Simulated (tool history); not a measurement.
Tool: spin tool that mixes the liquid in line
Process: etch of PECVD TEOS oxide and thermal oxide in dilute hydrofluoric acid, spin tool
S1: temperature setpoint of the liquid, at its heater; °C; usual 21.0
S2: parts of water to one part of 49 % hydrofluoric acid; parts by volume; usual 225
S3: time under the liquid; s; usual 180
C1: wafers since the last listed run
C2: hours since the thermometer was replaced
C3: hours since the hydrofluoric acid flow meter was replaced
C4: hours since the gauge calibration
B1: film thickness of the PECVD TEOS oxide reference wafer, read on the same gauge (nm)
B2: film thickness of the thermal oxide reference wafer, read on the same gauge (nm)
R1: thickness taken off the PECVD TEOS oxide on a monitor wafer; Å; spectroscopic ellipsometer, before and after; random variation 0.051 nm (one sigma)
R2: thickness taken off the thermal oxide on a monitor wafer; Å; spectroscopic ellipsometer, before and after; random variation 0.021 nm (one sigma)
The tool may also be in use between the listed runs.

run	hour	S1	S2	S3	C1	C2	C3	C4	B1	B2	R1	R2
1	0.0	18.5	225	240	0	1701.0	1536.9	788.1	119.98	50.020	100.2	31.96
2	49.3	18.5	225	240	427	1750.3	1586.2	837.4	120.00	50.001	99.5	32.04
3	87.3	21.0	225	180	329	1788.3	1624.2	875.4	120.00	50.004	82.7	26.04
4	137.1	21.0	225	180	431	1838.1	1674.0	925.2	120.01	49.938	81.6	25.96
5	218.6	21.0	225	110	706	1919.6	1755.5	1006.7	119.99	49.986	49.9	16.12
6	284.9	21.0	225	110	575	1985.9	1821.8	1073.0	119.99	49.961	49.8	16.04
7	370.5	21.0	225	180	742	2071.5	1907.4	1158.6	120.02	50.042	82.0	26.04
8	415.2	21.0	225	180	387	2116.2	1952.1	1203.3	119.96	50.029	80.0	25.96
9	513.5	21.0	225	180	852	2214.5	2050.4	1301.6	120.02	50.024	80.1	25.77
10	600.2	21.0	225	180	751	2301.2	2137.1	1388.3	120.00	49.994	80.7	25.64
# hour 628.4: thermometer replaced
11	639.6	23.0	140	180	333	11.2	2176.5	1427.7	120.01	50.009	153.6	49.90
# hour 690.2: hydrofluoric acid flow meter replaced
12	718.6	18.0	255	115	676	90.2	28.4	1506.7	119.99	50.021	35.7	11.40
13	780.0	21.0	225	145	532	151.6	89.8	1568.1	119.99	50.046	58.7	18.97
14	862.5	21.0	225	180	715	234.1	172.3	1650.6	119.98	50.002	72.4	23.17
# hour 904.4: gauge calibrated
# hour 962.3: hydrofluoric acid flow meter replaced, repeated, since the last time left the tool worse
15	1131.9	21.0	225	180	2327	503.5	169.6	227.5	120.01	50.071	87.5	28.35
16	1204.6	21.0	225	280	630	576.2	242.3	300.2	120.01	49.979	136.1	44.38
17	1248.9	21.0	130	210	384	620.5	286.6	344.5	120.01	50.001	196.8	62.39
18	1323.8	21.0	225	180	649	695.4	361.5	419.4	119.97	50.037	86.7	27.71
19	1405.4	25.0	135	220	707	777.0	443.1	501.0	119.96	49.984	225.8	74.03
20	1505.1	21.0	175	180	864	876.7	542.8	600.7	119.99	50.045	117.6	37.68
21	1555.7	21.0	290	290	438	927.3	593.4	651.3	119.96	49.971	101.7	32.43
22	1616.7	21.0	160	150	529	988.3	654.4	712.3	119.99	50.000	108.1	34.63
23	1700.2	18.0	170	180	724	1071.8	737.9	795.8	119.99	49.968	107.6	33.93
24	1764.8	25.0	295	240	560	1136.4	802.5	860.4	120.01	49.980	95.0	30.09
25	1860.1	21.0	330	210	826	1231.7	897.8	955.7	120.01	49.973	61.3	20.12

Forecast each of these 5 alternatives for the next run:
A	1860.6	21.0	225	245	4	1232.2	898.3	956.2	?	?	?	?
B	1860.6	21.0	135	260	4	1232.2	898.3	956.2	?	?	?	?
C	1860.6	17.0	145	70	4	1232.2	898.3	956.2	?	?	?	?
D	1860.6	17.0	225	235	4	1232.2	898.3	956.2	?	?	?	?
E	1860.6	18.0	225	75	4	1232.2	898.3	956.2	?	?	?	?

run	B1	B2	R1	R2
A	120.04	49.941	116.8	37.48
B	120.04	49.941	227.2	72.87
C	120.04	49.941	47.9	15.38
D	120.04	49.941	96.1	30.84
E	120.04	49.941	31.9	10.23
Without the tool's hidden state the same runs would have given:
run	R1	R2
A	120.7	38.72
B	234.2	75.12
C	49.4	15.85
D	99.2	31.84
E	32.9	10.57
